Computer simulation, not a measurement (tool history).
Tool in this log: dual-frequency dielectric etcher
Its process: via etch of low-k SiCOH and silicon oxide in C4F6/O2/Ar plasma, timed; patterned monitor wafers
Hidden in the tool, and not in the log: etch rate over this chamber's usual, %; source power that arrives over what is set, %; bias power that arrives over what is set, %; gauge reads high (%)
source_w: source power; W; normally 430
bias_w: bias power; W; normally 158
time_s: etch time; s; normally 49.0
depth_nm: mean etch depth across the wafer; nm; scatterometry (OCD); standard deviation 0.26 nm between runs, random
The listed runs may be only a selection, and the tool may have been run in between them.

run   hour  source_w  bias_w  time_s  wafers since the last listed run  hours since the last wet clean  hours since the last source power generator calibration  hours since the last bias power generator calibration  hours since the last upper electrode change  hours since the gauge calibration  read-back reference wafer on the same gauge, depth_nm  depth_nm
  1    0.0       430     158    49.0                                 0                           233.0                                                   4138.9                                                 3161.2                                       4058.5                              103.5                                                  121.0     123.4
  2   31.9       430     158    49.0                               272                           264.9                                                   4170.8                                                 3193.1                                       4090.4                              135.4                                                  121.1     123.4
  3   63.3       430     158    49.0                               268                           296.3                                                   4202.2                                                 3224.5                                       4121.8                              166.8                                                  121.0     123.4
  4   90.8       430     158    49.0                               235                           323.8                                                   4229.7                                                 3252.0                                       4149.3                              194.3                                                  121.1     123.5
  5  117.9       430     158    49.0                               231                           350.9                                                   4256.8                                                 3279.1                                       4176.4                              221.4                                                  121.1     123.6
  6  141.5       430     158    49.0                               201                           374.5                                                   4280.4                                                 3302.7                                       4200.0                              245.0                                                  121.0     124.4
     170.6  -- source power generator calibrated
  7  173.9       430     158    49.0                               242                           406.9                                                      3.3                                                 3335.1                                       4232.4                              277.4                                                  121.1     124.1
  8  186.5       430     158    49.0                               107                           419.5                                                     15.9                                                 3347.7                                       4245.0                              290.0                                                  121.0     124.0
  9  213.0       350     139    45.0                               226                           446.0                                                     42.4                                                 3374.2                                       4271.5                              316.5                                                  120.9     104.7
     230.1  -- bias power generator calibrated
     238.2  -- upper electrode replaced
     285.8  -- wet clean of the chamber
 10  294.6       320     158    40.5                               389                             8.8                                                    124.0                                                   64.5                                         56.4                              398.1                                                  121.1      95.0
 11  311.3       390     179    49.0                               142                            25.5                                                    140.7                                                   81.2                                         73.1                              414.8                                                  121.0     124.5
     326.5  -- gauge calibrated
 12  403.8       370     158    45.0                               790                           118.0                                                    233.2                                                  173.7                                        165.6                               77.3                                                  120.9     108.4
 13  430.3       390     179    49.0                               226                           144.5                                                    259.7                                                  200.2                                        192.1                              103.8                                                  120.9     125.9
 14  459.4       490     176    49.0                               248                           173.6                                                    288.8                                                  229.3                                        221.2                              132.9                                                  121.0     131.1
 15  484.7       520     158    49.0                               216                           198.9                                                    314.1                                                  254.6                                        246.5                              158.2                                                  121.0     127.4

The same runs without the tool's hidden state, with the same run-to-run variation:
run  depth_nm
  1     121.2
  2     121.0
  3     120.9
  4     120.8
  5     120.7
  6     121.4
  7     120.9
  8     120.8
  9     101.9
 10      94.8
 11     124.2
 12     107.7
 13     124.9
 14     129.9
 15     126.1
